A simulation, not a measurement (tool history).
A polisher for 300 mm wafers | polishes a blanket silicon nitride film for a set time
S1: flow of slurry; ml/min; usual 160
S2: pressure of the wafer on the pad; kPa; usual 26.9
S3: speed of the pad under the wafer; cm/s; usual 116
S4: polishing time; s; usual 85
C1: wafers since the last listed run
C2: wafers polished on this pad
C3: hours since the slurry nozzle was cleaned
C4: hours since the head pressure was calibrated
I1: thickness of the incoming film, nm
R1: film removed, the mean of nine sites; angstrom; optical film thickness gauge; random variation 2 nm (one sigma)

run 1 hour=0 | S1=160 S2=26.9 S3=116 S4=96 | C1=0 C2=594 C3=189.2 C4=259.8 | I1=530.7 | R1=2097
run 2 hour=64.5 | S1=160 S2=26.9 S3=116 S4=96 | C1=568 C2=1163 C3=253.7 C4=324.3 | I1=530.6 | R1=2065
-- hour=342.3 slurry nozzle cleaned
run 3 hour=351.5 | S1=160 S2=26.9 S3=116 S4=96 | C1=2520 C2=3684 C3=9.2 C4=611.3 | I1=534.4 | R1=2090
-- hour=436.4 worn pad replaced by a new one
run 4 hour=440.9 | S1=160 S2=26.9 S3=116 S4=85 | C1=752 C2=39 C3=98.6 C4=700.7 | I1=521.9 | R1=1845
run 5 hour=533.9 | S1=160 S2=26.9 S3=116 S4=85 | C1=819 C2=859 C3=191.6 C4=793.7 | I1=532.5 | R1=1821
run 6 hour=592 | S1=160 S2=26.9 S3=116 S4=85 | C1=512 C2=1371 C3=249.7 C4=851.8 | I1=527.2 | R1=1825
run 7 hour=699.2 | S1=160 S2=26.9 S3=116 S4=85 | C1=944 C2=2316 C3=356.9 C4=959 | I1=540.9 | R1=1864
run 8 hour=786.6 | S1=160 S2=26.9 S3=116 S4=85 | C1=770 C2=3086 C3=444.3 C4=1046.4 | I1=531.5 | R1=1847
run 9 hour=856.5 | S1=180 S2=26.9 S3=116 S4=85 | C1=616 C2=3702 C3=514.2 C4=1116.3 | I1=535.4 | R1=1857
-- hour=897.4 worn pad replaced by a new one
run 10 hour=917.5 | S1=180 S2=26.9 S3=116 S4=85 | C1=502 C2=176 C3=575.2 C4=1177.3 | I1=523 | R1=1874
-- hour=957 slurry nozzle cleaned
run 11 hour=1019.1 | S1=160 S2=26.9 S3=116 S4=85 | C1=886 C2=1063 C3=62.1 C4=1278.9 | I1=518.6 | R1=1876
run 12 hour=1106.1 | S1=160 S2=26.9 S3=116 S4=85 | C1=766 C2=1830 C3=149.1 C4=1365.9 | I1=528.7 | R1=1839
run 13 hour=1153.9 | S1=135 S2=26.9 S3=102 S4=85 | C1=421 C2=2251 C3=196.9 C4=1413.7 | I1=530.2 | R1=1610
run 14 hour=1238.3 | S1=135 S2=26.9 S3=102 S4=85 | C1=743 C2=2995 C3=281.3 C4=1498.1 | I1=531.5 | R1=1632
-- hour=1303.7 worn pad replaced by a new one
run 15 hour=1324.9 | S1=135 S2=26.9 S3=102 S4=85 | C1=728 C2=187 C3=367.9 C4=1584.7 | I1=525.7 | R1=1625
-- hour=1331.5 head pressure recalibrated
run 16 hour=1372.7 | S1=180 S2=26.9 S3=148 S4=85 | C1=403 C2=590 C3=415.7 C4=41.2 | I1=527.9 | R1=2232
run 17 hour=1452 | S1=180 S2=26.9 S3=116 S4=85 | C1=698 C2=1289 C3=495 C4=120.5 | I1=530.6 | R1=1886
run 18 hour=1504.3 | S1=160 S2=26.9 S3=116 S4=85 | C1=460 C2=1750 C3=547.3 C4=172.8 | I1=532.4 | R1=1865
run 19 hour=1544.6 | S1=140 S2=19.3 S3=86 S4=57 | C1=355 C2=2105 C3=587.6 C4=213.1 | I1=528 | R1=750

Run 20 comes next. What will it give?
run 20 hour=1596.2 | S1=160 S2=26.9 S3=116 S4=85 | C1=454 C2=2560 C3=639.2 C4=264.7 | I1=526.7 | R1=?

R1: 1882 angstrom
Without the tool's hidden state the same run would have given R1 1882 angstrom.
